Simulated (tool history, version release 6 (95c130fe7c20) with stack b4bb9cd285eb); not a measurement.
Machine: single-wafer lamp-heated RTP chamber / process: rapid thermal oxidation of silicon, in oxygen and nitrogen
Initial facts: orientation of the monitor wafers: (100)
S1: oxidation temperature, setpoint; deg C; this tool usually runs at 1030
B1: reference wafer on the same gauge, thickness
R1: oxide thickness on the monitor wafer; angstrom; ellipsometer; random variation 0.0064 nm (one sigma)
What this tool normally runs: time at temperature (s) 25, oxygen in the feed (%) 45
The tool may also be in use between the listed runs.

Run 1, hour 0: usual settings but time at temperature (s) 20; B1 4.571. Result: R1 40.39 angstrom.
Run 2, hour 14.4: usual settings but time at temperature (s) 20; B1 4.57. Result: R1 40.23 angstrom.
Run 3, hour 22.1: usual settings but oxygen in the feed (%) 53; B1 4.569. Result: R1 46.13 angstrom.
Run 4, hour 39.7: usual settings but oxygen in the feed (%) 53; B1 4.57. Result: R1 46.16 angstrom.
Run 5, hour 49.3: usual settings but oxygen in the feed (%) 53; B1 4.571. Result: R1 46.25 angstrom.
Run 6, hour 57.7: usual settings but S1 1013 deg C; B1 4.569. Result: R1 39.56 angstrom.
Run 7, hour 71.8: usual settings but S1 1013 deg C; B1 4.57. Result: R1 39.59 angstrom.
At hour 105.7: gauge calibrated.
At hour 115.5: oxygen flow controller replaced.
Run 8, hour 116: usual settings but S1 1013 deg C; B1 4.572. Result: R1 39.56 angstrom.
Run 9, hour 116.3: usual settings but S1 1045 deg C, time at temperature (s) 31; B1 4.569. Result: R1 52.92 angstrom.
Run 10, hour 126.5: usual settings but S1 1001 deg C, time at temperature (s) 35, oxygen in the feed (%) 34; B1 4.57. Result: R1 38.5 angstrom.
At hour 144: pyrometer window cleaned and pyrometer calibrated.
Run 11, hour 144.5: usual settings but S1 1001 deg C, time at temperature (s) 15; B1 4.57. Result: R1 30.8 angstrom.
Run 12, hour 149.7: usual settings but S1 1053 deg C; B1 4.572. Result: R1 49.53 angstrom.
Run 13, hour 156: usual settings but S1 1006 deg C; B1 4.57. Result: R1 37.14 angstrom.
Run 14, hour 166.3: usual settings; B1 4.571. Result: R1 42.8 angstrom.
Run 15, hour 176.1: usual settings but time at temperature (s) 30; B1 4.57. Result: R1 46 angstrom.
Run 16, hour 188.5: usual settings; B1 4.572. Result: R1 42.88 angstrom.
Run 17, hour 205.1: usual settings but oxygen in the feed (%) 67; B1 4.57. Result: R1 48.77 angstrom.
At hour 209.8: gauge calibrated.
Run 18, hour 212.4: usual settings but S1 1007 deg C, time at temperature (s) 18, oxygen in the feed (%) 28; B1 4.569. Result: R1 30.11 angstrom.

Each row is a separate what-if for the run after 18, all from the same tool condition, not one after another. Results?
Run A, hour 212.8: usual settings but oxygen in the feed (%) 63; B1 ?. Result: R1 ?.
Run B, hour 212.8: usual settings but S1 1001 deg C; B1 ?. Result: R1 ?.
Run C, hour 212.8: usual settings but S1 1054 deg C; B1 ?. Result: R1 ?.

run    B1     R1
  A  4.57  47.67
  B  4.57     36
  C  4.57  49.88
Without the tool's hidden state the same runs would have given:
run     R1
  A  47.43
  B  35.85
  C  49.64

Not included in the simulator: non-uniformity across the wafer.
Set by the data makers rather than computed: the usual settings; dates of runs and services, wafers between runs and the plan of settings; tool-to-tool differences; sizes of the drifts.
